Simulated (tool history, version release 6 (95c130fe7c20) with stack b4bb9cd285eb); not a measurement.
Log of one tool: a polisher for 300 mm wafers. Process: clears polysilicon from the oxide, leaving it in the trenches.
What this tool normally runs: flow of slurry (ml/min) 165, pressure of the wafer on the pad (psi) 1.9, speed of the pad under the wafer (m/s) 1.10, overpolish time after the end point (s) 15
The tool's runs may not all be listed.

| run | hour | flow of slurry (ml/min) | pressure of the wafer on the pad (psi) | speed of the pad under the wafer (m/s) | overpolish time after the end point (s) | wafers since the last listed run | wafers polished on this pad | hours since the slurry nozzle was cleaned | hours since the head pressure was calibrated | incoming thickness of the incoming film, nm | time until the end point was called (s) |
|---|---|---|---|---|---|---|---|---|---|---|---|
| 1 | 0.0 | 165 | 1.9 | 1.10 | 15 | 0 | 19 | 168.3 | 492.2 | 456.8 | 37.6 |
| 2 | 13.9 | 205 | 1.9 | 1.10 | 15 | 125 | 144 | 182.2 | 506.1 | 452.2 | 37.0 |
|  | 19.8 | head pressure recalibrated |
| 3 | 20.5 | 205 | 1.9 | 1.10 | 15 | 41 | 186 | 188.8 | 0.7 | 455.7 | 37.4 |
| 4 | 30.5 | 165 | 2.3 | 1.10 | 18 | 90 | 276 | 198.8 | 10.7 | 459.4 | 33.7 |
| 5 | 47.5 | 165 | 1.7 | 1.10 | 15 | 153 | 429 | 215.8 | 27.7 | 461.0 | 46.0 |
| 6 | 56.5 | 165 | 1.7 | 1.10 | 15 | 81 | 511 | 224.8 | 36.7 | 466.1 | 47.1 |
| 7 | 67.3 | 165 | 1.7 | 0.88 | 15 | 97 | 608 | 235.6 | 47.5 | 466.7 | 59.6 |
| 8 | 74.3 | 165 | 1.7 | 0.88 | 15 | 63 | 671 | 242.6 | 54.5 | 455.1 | 56.3 |
| 9 | 91.7 | 165 | 1.9 | 1.10 | 15 | 157 | 828 | 260.0 | 71.9 | 456.5 | 43.1 |
| 10 | 101.4 | 165 | 1.9 | 1.10 | 15 | 87 | 916 | 269.7 | 81.6 | 463.6 | 42.5 |
| 11 | 115.3 | 165 | 1.9 | 1.10 | 15 | 125 | 1041 | 283.6 | 95.5 | 461.1 | 42.6 |
| 12 | 130.3 | 165 | 1.9 | 1.10 | 15 | 135 | 1177 | 298.6 | 110.5 | 453.6 | 42.3 |
| 13 | 144.2 | 165 | 1.9 | 1.10 | 15 | 125 | 1302 | 312.5 | 124.4 | 452.7 | 42.8 |
|  | 153.5 | worn pad replaced by a new one |
| 14 | 156.6 | 200 | 1.7 | 1.10 | 15 | 75 | 27 | 324.9 | 136.8 | 456.4 | 39.8 |
| 15 | 169.2 | 150 | 2.4 | 1.10 | 15 | 113 | 141 | 337.5 | 149.4 | 465.7 | 32.7 |
| 16 | 178.5 | 165 | 1.9 | 1.10 | 15 | 83 | 225 | 346.8 | 158.7 | 452.3 | 40.3 |
| 17 | 185.9 | 165 | 2.6 | 1.30 | 15 | 66 | 292 | 354.2 | 166.1 | 455.8 | 25.8 |
| 18 | 203.1 | 165 | 1.9 | 1.00 | 12 | 155 | 447 | 371.4 | 183.3 | 462.4 | 45.5 |
|  | 213.1 | slurry nozzle cleaned |
| 19 | 216.1 | 135 | 1.4 | 0.76 | 15 | 108 | 555 | 3.0 | 196.3 | 461.6 | 85.8 |
| 20 | 224.1 | 165 | 1.9 | 1.10 | 15 | 72 | 628 | 11.0 | 204.3 | 461.3 | 42.4 |
| 21 | 240.8 | 205 | 1.3 | 1.30 | 9 | 150 | 778 | 27.7 | 221.0 | 454.6 | 49.1 |
| 22 | 258.3 | 165 | 1.9 | 1.10 | 15 | 157 | 936 | 45.2 | 238.5 | 453.7 | 42.9 |
| 23 | 264.4 | 150 | 1.9 | 0.96 | 15 | 55 | 991 | 51.3 | 244.6 | 458.4 | 50.2 |
| 24 | 271.0 | 125 | 2.3 | 1.10 | 15 | 59 | 1051 | 57.9 | 251.2 | 458.8 | 38.4 |
| 25 | 278.0 | 220 | 2.3 | 1.36 | 15 | 63 | 1114 | 64.9 | 258.2 | 453.9 | 27.9 |
|  | 285.1 | worn pad replaced by a new one |
| 26 | 288.6 | 165 | 1.9 | 1.10 | 15 | 59 | 31 | 75.5 | 268.8 | 463.4 | 38.0 |
| 27 | 296.0 | 135 | 1.9 | 1.00 | 15 | 66 | 97 | 82.9 | 276.2 | 462.5 | 45.4 |
| 28 | 304.2 | 165 | 1.9 | 1.10 | 15 | 74 | 171 | 91.1 | 284.4 | 459.1 | 39.7 |
| 29 | 320.1 | 165 | 1.3 | 1.10 | 15 | 143 | 315 | 107.0 | 300.3 | 458.4 | 57.4 |
| 30 | 333.3 | 215 | 1.9 | 1.10 | 15 | 119 | 434 | 120.2 | 313.5 | 456.9 | 39.7 |
| 31 | 346.4 | 135 | 1.9 | 1.10 | 11 | 118 | 552 | 133.3 | 326.6 | 464.1 | 43.6 |
| 32 | 363.1 | 165 | 1.9 | 1.10 | 15 | 150 | 703 | 150.0 | 343.3 | 461.0 | 41.7 |
| 33 | 371.7 | 165 | 1.9 | 1.10 | 15 | 77 | 781 | 158.6 | 351.9 | 455.3 | 42.1 |
| 34 | 387.4 | 165 | 1.9 | 1.10 | 10 | 141 | 922 | 174.3 | 367.6 | 455.1 | 42.0 |

How would selected steps in time until the end point was called (s) from run to run divide? Give the signed amount a tool lacking its hidden state would still show from settings, what came in and random variation, and the signed amount left for the hidden state, including any gauge scatter that is not in both of the compared results.
The tool's hidden condition here consists of: removal rate lost through wear of the pad, %; slurry flow missing at the pad, %; deviation of the head's pressure from its setpoint, %.
Run 13 -> 14: flow of slurry (ml/min) 165 -> 200, pressure of the wafer on the pad (psi) 1.9 -> 1.7, worn pad replaced by a new one. time until the end point was called (s) -3.0: hidden state -4.7, all else +1.7.
Run 17 -> 18: pressure of the wafer on the pad (psi) 2.6 -> 1.9, speed of the pad under the wafer (m/s) 1.30 -> 1.00, overpolish time after the end point (s) 15 -> 12. time until the end point was called (s) +19.7: hidden state +2.4, all else +17.3.
Run 18 -> 19: flow of slurry (ml/min) 165 -> 135, pressure of the wafer on the pad (psi) 1.9 -> 1.4, speed of the pad under the wafer (m/s) 1.00 -> 0.76, overpolish time after the end point (s) 12 -> 15, slurry nozzle cleaned. time until the end point was called (s) +40.3: hidden state +4.5, all else +35.8.
Run 19 -> 20: flow of slurry (ml/min) 135 -> 165, pressure of the wafer on the pad (psi) 1.4 -> 1.9, speed of the pad under the wafer (m/s) 0.76 -> 1.10. time until the end point was called (s) -43.4: hidden state -4.2, all else -39.2.
